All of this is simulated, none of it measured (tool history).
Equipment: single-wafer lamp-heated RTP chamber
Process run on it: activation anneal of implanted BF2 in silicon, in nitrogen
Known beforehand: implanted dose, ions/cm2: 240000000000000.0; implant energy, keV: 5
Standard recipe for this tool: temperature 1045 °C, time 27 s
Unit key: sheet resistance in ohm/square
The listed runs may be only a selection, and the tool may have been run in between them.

run,hour,temperature,time,"read-back reference wafer on the same gauge, sheet resistance",sheet resistance
1,0,1045,27,446.78,522.96
2,11,1045,27,447.05,522.47
3,19.6,1045,27,447.09,521.44
4,25.9,1064,27,447.06,508.2
5,42.7,1064,27,447.07,507.47
6,55.6,1030,21,447.09,545.07
7,69.1,1030,21,446.77,542.96
8,85.9,1030,21,446.94,543.28
9,99.7,1062,35,446.86,498.46
# hour 115.8: pyrometer window cleaned and pyrometer calibrated
10,117.4,1045,27,447.14,525.31
11,128.9,1045,27,447.1,523.29
12,145.1,1045,27,447.19,525.36
13,152.4,1045,27,446.85,524.01
# hour 169.6: reflector plate cleaned
14,170.1,1045,27,446.98,530.63
15,170.5,1045,27,446.77,531.49
16,184.2,1029,17,446.92,570.43
# hour 193.5: gauge calibrated
17,200.2,1036,12,446.87,574.06
18,215.6,1073,14,447.17,527.23
19,229.4,1061,36,446.98,505.42
20,238,1045,22,446.75,533.69

Forecast run 21:
21,252.2,1045,27,?,?

{"run 21": {"read-back reference wafer on the same gauge, sheet resistance": 446.97, "sheet resistance": 526.33}}
With no hidden state in the tool, this same run would have given sheet resistance 533.74 ohm/square.

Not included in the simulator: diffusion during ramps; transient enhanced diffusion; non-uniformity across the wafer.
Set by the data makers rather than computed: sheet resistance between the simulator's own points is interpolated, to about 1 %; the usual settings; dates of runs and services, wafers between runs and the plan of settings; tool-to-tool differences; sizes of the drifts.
